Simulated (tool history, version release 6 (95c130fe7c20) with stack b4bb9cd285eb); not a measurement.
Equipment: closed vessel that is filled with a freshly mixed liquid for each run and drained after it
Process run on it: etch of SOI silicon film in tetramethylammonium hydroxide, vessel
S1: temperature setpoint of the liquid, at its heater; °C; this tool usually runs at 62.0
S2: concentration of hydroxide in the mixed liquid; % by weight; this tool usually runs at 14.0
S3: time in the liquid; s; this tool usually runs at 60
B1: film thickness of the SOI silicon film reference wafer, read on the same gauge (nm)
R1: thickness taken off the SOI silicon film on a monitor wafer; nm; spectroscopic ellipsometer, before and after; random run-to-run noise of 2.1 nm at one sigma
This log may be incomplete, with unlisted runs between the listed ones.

Run 1, hour 0.0: usual settings; B1 69.99. Result: R1 231.95 nm.
Run 2, hour 57.6: usual settings but S2 16.5 % by weight, S3 85 s; B1 69.99. Result: R1 311.53 nm.
Run 3, hour 102.6: usual settings but S2 16.5 % by weight, S3 85 s; B1 69.98. Result: R1 312.69 nm.
Run 4, hour 147.5: usual settings but S2 16.5 % by weight, S3 85 s; B1 69.98. Result: R1 309.58 nm.
At hour 183.4: gauge calibrated.
Run 5, hour 184.3: usual settings; B1 70.03. Result: R1 234.24 nm.
Run 6, hour 214.0: usual settings but S2 13.0 % by weight, S3 70 s; B1 69.99. Result: R1 276.92 nm.
Run 7, hour 241.2: usual settings but S2 13.0 % by weight, S3 70 s; B1 70.02. Result: R1 281.89 nm.
Run 8, hour 308.2: usual settings but S2 13.0 % by weight, S3 70 s; B1 70.00. Result: R1 279.77 nm.
Run 9, hour 376.2: usual settings; B1 70.03. Result: R1 227.64 nm.
At hour 411.4: hydroxide flow meter replaced.
Run 10, hour 416.5: usual settings; B1 69.99. Result: R1 243.47 nm.
At hour 476.7: thermometer replaced.
Run 11, hour 484.3: usual settings; B1 70.01. Result: R1 241.18 nm.
Run 12, hour 592.1: usual settings; B1 69.99. Result: R1 234.96 nm.
Run 13, hour 648.9: usual settings; B1 70.02. Result: R1 237.27 nm.
Run 14, hour 709.2: usual settings but S3 85 s; B1 70.02. Result: R1 337.82 nm.
Run 15, hour 763.1: usual settings but S2 16.0 % by weight, S3 80 s; B1 69.97. Result: R1 302.55 nm.
At hour 800.5: gauge calibrated.
Run 16, hour 820.5: usual settings but S1 59.0 °C, S2 10.0 % by weight, S3 90 s; B1 70.01. Result: R1 339.93 nm.
Run 17, hour 891.7: usual settings but S1 67.0 °C; B1 69.98. Result: R1 319.54 nm.
Run 18, hour 929.7: usual settings but S1 68.5 °C, S2 10.5 % by weight, S3 40 s; B1 70.00. Result: R1 264.60 nm.
Run 19, hour 989.6: usual settings but S2 16.5 % by weight, S3 30 s; B1 69.98. Result: R1 110.04 nm.
Run 20, hour 1033.1: usual settings but S2 13.0 % by weight, S3 70 s; B1 70.02. Result: R1 284.86 nm.
Run 21, hour 1077.3: usual settings but S1 66.0 °C, S3 70 s; B1 69.95. Result: R1 348.77 nm.
Run 22, hour 1109.4: usual settings but S1 58.0 °C, S2 12.0 % by weight, S3 30 s; B1 69.96. Result: R1 98.92 nm.

Here are 4 independent what-if runs from the current tool condition. What would each one return?
Run A, hour 1110.1: usual settings but S2 15.0 % by weight; B1 ?. Result: R1 ?.
Run B, hour 1110.1: usual settings but S1 60.0 °C, S2 12.0 % by weight; B1 ?. Result: R1 ?.
Run C, hour 1110.1: usual settings but S1 55.5 °C, S2 12.0 % by weight; B1 ?. Result: R1 ?.
Run D, hour 1110.1: usual settings but S1 57.0 °C, S2 10.5 % by weight, S3 70 s; B1 ?. Result: R1 ?.

run     B1      R1
  A  69.98  228.05
  B  69.98  222.42
  C  69.98  167.07
  D  69.98  226.91
With the hidden condition removed and each run's random variation left untouched, the same runs would have given:
run      R1
  A  234.61
  B  230.71
  C  173.29
  D  233.90
